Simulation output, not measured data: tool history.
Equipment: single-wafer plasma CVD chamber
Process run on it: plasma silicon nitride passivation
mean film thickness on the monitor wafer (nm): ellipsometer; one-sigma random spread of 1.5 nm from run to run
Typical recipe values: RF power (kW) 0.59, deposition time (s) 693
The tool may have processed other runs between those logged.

run   hour  RF power (kW)  deposition time (s)  read-back reference wafer on the same gauge, thickness_nm  mean film thickness on the monitor wafer (nm)
  1      0           0.59                  693                                                   1179.782                                        983.043
  2   16.5           0.59                  693                                                   1179.938                                        979.329
  3   24.4           0.59                  693                                                   1180.125                                         981.06
  4   39.1           0.59                  693                                                   1179.917                                        980.851
  5     48           0.59                  775                                                   1179.973                                       1094.744
  6   65.2           0.59                  775                                                    1179.99                                       1093.729
  7   73.6          0.655                  693                                                   1179.773                                       1013.691
  8   84.1          0.655                  693                                                   1180.047                                       1016.741
  9  128.6           0.59                  796                                                   1180.054                                       1126.784
     150.2  -- RF generator calibrated
 10  150.7           0.59                  796                                                   1180.232                                       1151.835
 11  157.5           0.59                  796                                                   1180.075                                       1153.645
 12  175.2           0.59                  693                                                   1179.747                                       1002.888
     176.2  -- gauge calibrated
 13  185.5          0.535                  773                                                   1179.933                                       1081.793
 14  203.1           0.59                  693                                                   1180.084                                       1006.688
 15  220.9           0.53                  780                                                   1180.239                                       1087.139
 16    236           0.59                  693                                                   1179.746                                       1004.494
     244.6  -- showerhead replaced
 17  245.6           0.59                  693                                                   1179.854                                       1001.475
 18  262.7          0.485                  826                                                   1180.384                                       1112.208
 19  279.5           0.66                  772                                                   1179.627                                       1160.808
 20    292           0.64                  817                                                   1179.997                                       1211.965
 21  308.6           0.54                  693                                                   1180.147                                        971.586
 22  319.6          0.515                  829                                                   1179.742                                       1138.355

Pick out some run-to-run changes in mean film thickness on the monitor wafer (nm). Of each, how much would a tool without hidden state show as well, from the settings, what came in and chance, and how much is left for the hidden state and any gauge scatter not in both results compared?
Hidden conditions of the tool in this case: delivered RF power above the setpoint (%); gauge reads high (%).
Run 8 -> 9: RF power (kW) 0.655 -> 0.59, deposition time (s) 693 -> 796. mean film thickness on the monitor wafer (nm) +110.043: hidden state -3.634, all else +113.677.
Run 9 -> 10: RF generator calibrated. mean film thickness on the monitor wafer (nm) +25.051: hidden state +28.864, all else -3.813.
Run 20 -> 21: RF power (kW) 0.64 -> 0.54, deposition time (s) 817 -> 693. mean film thickness on the monitor wafer (nm) -240.379: hidden state +0.355, all else -240.734.
Run 21 -> 22: RF power (kW) 0.54 -> 0.515, deposition time (s) 693 -> 829. mean film thickness on the monitor wafer (nm) +166.769: hidden state -0.659, all else +167.428.
